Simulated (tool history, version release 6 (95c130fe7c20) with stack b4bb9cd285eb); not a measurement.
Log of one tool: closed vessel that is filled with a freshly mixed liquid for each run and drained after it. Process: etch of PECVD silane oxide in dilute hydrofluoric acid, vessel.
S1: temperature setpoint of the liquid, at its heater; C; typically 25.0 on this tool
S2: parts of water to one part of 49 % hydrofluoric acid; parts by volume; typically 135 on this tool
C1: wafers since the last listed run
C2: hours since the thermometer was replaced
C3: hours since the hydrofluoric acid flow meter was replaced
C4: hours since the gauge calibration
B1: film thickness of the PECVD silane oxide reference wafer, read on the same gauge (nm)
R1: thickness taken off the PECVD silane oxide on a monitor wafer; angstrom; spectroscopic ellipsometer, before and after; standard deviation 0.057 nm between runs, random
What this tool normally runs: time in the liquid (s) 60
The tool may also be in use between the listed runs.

{"run": 1, "hour": 0.0, "S1": 25.0, "S2": 115, "time in the liquid (s)": 60, "C1": 0, "C2": 720.9, "C3": 837.3, "C4": 272.1, "B1": 59.98, "R1": 97.9}
{"run": 2, "hour": 28.9, "S1": 25.0, "S2": 115, "time in the liquid (s)": 60, "C1": 2839, "C2": 749.8, "C3": 866.2, "C4": 301.0, "B1": 60.01, "R1": 96.7}
{"hour": 57.9, "done": "hydrofluoric acid flow meter replaced"}
{"run": 3, "hour": 110.0, "S1": 26.5, "S2": 175, "time in the liquid (s)": 60, "C1": 7870, "C2": 830.9, "C3": 52.1, "C4": 382.1, "B1": 60.05, "R1": 63.3}
{"run": 4, "hour": 171.7, "S1": 25.0, "S2": 135, "time in the liquid (s)": 60, "C1": 6062, "C2": 892.6, "C3": 113.8, "C4": 443.8, "B1": 59.97, "R1": 80.8}
{"run": 5, "hour": 224.8, "S1": 25.0, "S2": 135, "time in the liquid (s)": 60, "C1": 5217, "C2": 945.7, "C3": 166.9, "C4": 496.9, "B1": 60.04, "R1": 82.7}
{"run": 6, "hour": 267.0, "S1": 25.0, "S2": 135, "time in the liquid (s)": 60, "C1": 4146, "C2": 987.9, "C3": 209.1, "C4": 539.1, "B1": 60.0, "R1": 81.6}
{"run": 7, "hour": 327.1, "S1": 22.0, "S2": 135, "time in the liquid (s)": 60, "C1": 5905, "C2": 1048.0, "C3": 269.2, "C4": 599.2, "B1": 60.01, "R1": 73.2}
{"run": 8, "hour": 371.8, "S1": 22.0, "S2": 135, "time in the liquid (s)": 60, "C1": 4392, "C2": 1092.7, "C3": 313.9, "C4": 643.9, "B1": 60.01, "R1": 72.7}
{"run": 9, "hour": 424.3, "S1": 22.0, "S2": 135, "time in the liquid (s)": 60, "C1": 5158, "C2": 1145.2, "C3": 366.4, "C4": 696.4, "B1": 59.97, "R1": 72.4}
{"run": 10, "hour": 471.2, "S1": 26.5, "S2": 135, "time in the liquid (s)": 45, "C1": 4608, "C2": 1192.1, "C3": 413.3, "C4": 743.3, "B1": 60.0, "R1": 65.5}
{"run": 11, "hour": 523.2, "S1": 25.0, "S2": 135, "time in the liquid (s)": 60, "C1": 5109, "C2": 1244.1, "C3": 465.3, "C4": 795.3, "B1": 60.01, "R1": 83.4}
{"run": 12, "hour": 587.8, "S1": 25.0, "S2": 135, "time in the liquid (s)": 60, "C1": 6347, "C2": 1308.7, "C3": 529.9, "C4": 859.9, "B1": 60.01, "R1": 83.1}
{"run": 13, "hour": 626.8, "S1": 25.0, "S2": 135, "time in the liquid (s)": 60, "C1": 3832, "C2": 1347.7, "C3": 568.9, "C4": 898.9, "B1": 60.01, "R1": 83.7}
{"run": 14, "hour": 695.2, "S1": 25.0, "S2": 135, "time in the liquid (s)": 60, "C1": 6720, "C2": 1416.1, "C3": 637.3, "C4": 967.3, "B1": 59.97, "R1": 83.5}
{"run": 15, "hour": 763.7, "S1": 25.0, "S2": 160, "time in the liquid (s)": 30, "C1": 6730, "C2": 1484.6, "C3": 705.8, "C4": 1035.8, "B1": 59.98, "R1": 34.4}
{"run": 16, "hour": 831.3, "S1": 20.5, "S2": 155, "time in the liquid (s)": 35, "C1": 6642, "C2": 1552.2, "C3": 773.4, "C4": 1103.4, "B1": 60.0, "R1": 35.7}
{"hour": 854.5, "done": "thermometer replaced"}
{"hour": 857.1, "done": "gauge calibrated"}
{"run": 17, "hour": 882.5, "S1": 25.0, "S2": 110, "time in the liquid (s)": 35, "C1": 4932, "C2": 28.0, "C3": 824.6, "C4": 25.4, "B1": 60.04, "R1": 57.7}
{"hour": 943.7, "done": "hydrofluoric acid flow meter replaced"}
{"run": 18, "hour": 947.3, "S1": 23.0, "S2": 175, "time in the liquid (s)": 75, "C1": 6268, "C2": 92.8, "C3": 3.6, "C4": 90.2, "B1": 60.02, "R1": 67.6}
{"run": 19, "hour": 1007.2, "S1": 23.0, "S2": 110, "time in the liquid (s)": 85, "C1": 5885, "C2": 152.7, "C3": 63.5, "C4": 150.1, "B1": 59.99, "R1": 132.1}
{"run": 20, "hour": 1042.2, "S1": 25.0, "S2": 115, "time in the liquid (s)": 80, "C1": 3438, "C2": 187.7, "C3": 98.5, "C4": 185.1, "B1": 59.96, "R1": 126.0}
{"run": 21, "hour": 1068.2, "S1": 25.0, "S2": 135, "time in the liquid (s)": 40, "C1": 2554, "C2": 213.7, "C3": 124.5, "C4": 211.1, "B1": 60.03, "R1": 53.0}
{"run": 22, "hour": 1131.3, "S1": 29.0, "S2": 95, "time in the liquid (s)": 75, "C1": 6200, "C2": 276.8, "C3": 187.6, "C4": 274.2, "B1": 60.04, "R1": 175.6}
{"run": 23, "hour": 1190.3, "S1": 25.0, "S2": 135, "time in the liquid (s)": 60, "C1": 5797, "C2": 335.8, "C3": 246.6, "C4": 333.2, "B1": 60.02, "R1": 79.4}
{"run": 24, "hour": 1219.9, "S1": 25.0, "S2": 135, "time in the liquid (s)": 60, "C1": 2908, "C2": 365.4, "C3": 276.2, "C4": 362.8, "B1": 60.0, "R1": 80.6}
{"run": 25, "hour": 1259.7, "S1": 28.5, "S2": 85, "time in the liquid (s)": 50, "C1": 3910, "C2": 405.2, "C3": 316.0, "C4": 402.6, "B1": 59.97, "R1": 128.7}
{"run": 26, "hour": 1291.2, "S1": 23.0, "S2": 70, "time in the liquid (s)": 45, "C1": 3095, "C2": 436.7, "C3": 347.5, "C4": 434.1, "B1": 60.04, "R1": 116.2}
{"run": 27, "hour": 1332.4, "S1": 25.0, "S2": 135, "time in the liquid (s)": 75, "C1": 4048, "C2": 477.9, "C3": 388.7, "C4": 475.3, "B1": 59.99, "R1": 99.8}
{"run": 28, "hour": 1500.8, "S1": 28.5, "S2": 135, "time in the liquid (s)": 60, "C1": 16546, "C2": 646.3, "C3": 557.1, "C4": 643.7, "B1": 59.96, "R1": 92.0}
{"run": 29, "hour": 1659.8, "S1": 25.0, "S2": 135, "time in the liquid (s)": 60, "C1": 15622, "C2": 805.3, "C3": 716.1, "C4": 802.7, "B1": 59.99, "R1": 80.6}
{"run": 30, "hour": 1719.7, "S1": 25.0, "S2": 165, "time in the liquid (s)": 60, "C1": 5885, "C2": 865.2, "C3": 776.0, "C4": 862.6, "B1": 60.02, "R1": 65.2}
{"run": 31, "hour": 1754.3, "S1": 25.0, "S2": 170, "time in the liquid (s)": 60, "C1": 3399, "C2": 899.8, "C3": 810.6, "C4": 897.2, "B1": 60.01, "R1": 62.5}

Forecast run 32:
{"hour": 1769.0, "done": "hydrofluoric acid flow meter replaced"}
{"run": 32, "hour": 1820.3, "S1": 21.0, "S2": 135, "time in the liquid (s)": 60, "C1": 6386, "C2": 965.8, "C3": 51.3, "C4": 963.2, "B1": "?", "R1": "?"}

{"run 32": {"B1": 59.99, "R1": 70.3}}
With the hidden condition absent and the run-to-run variation left alone, this run would have shown R1 67.1 angstrom.
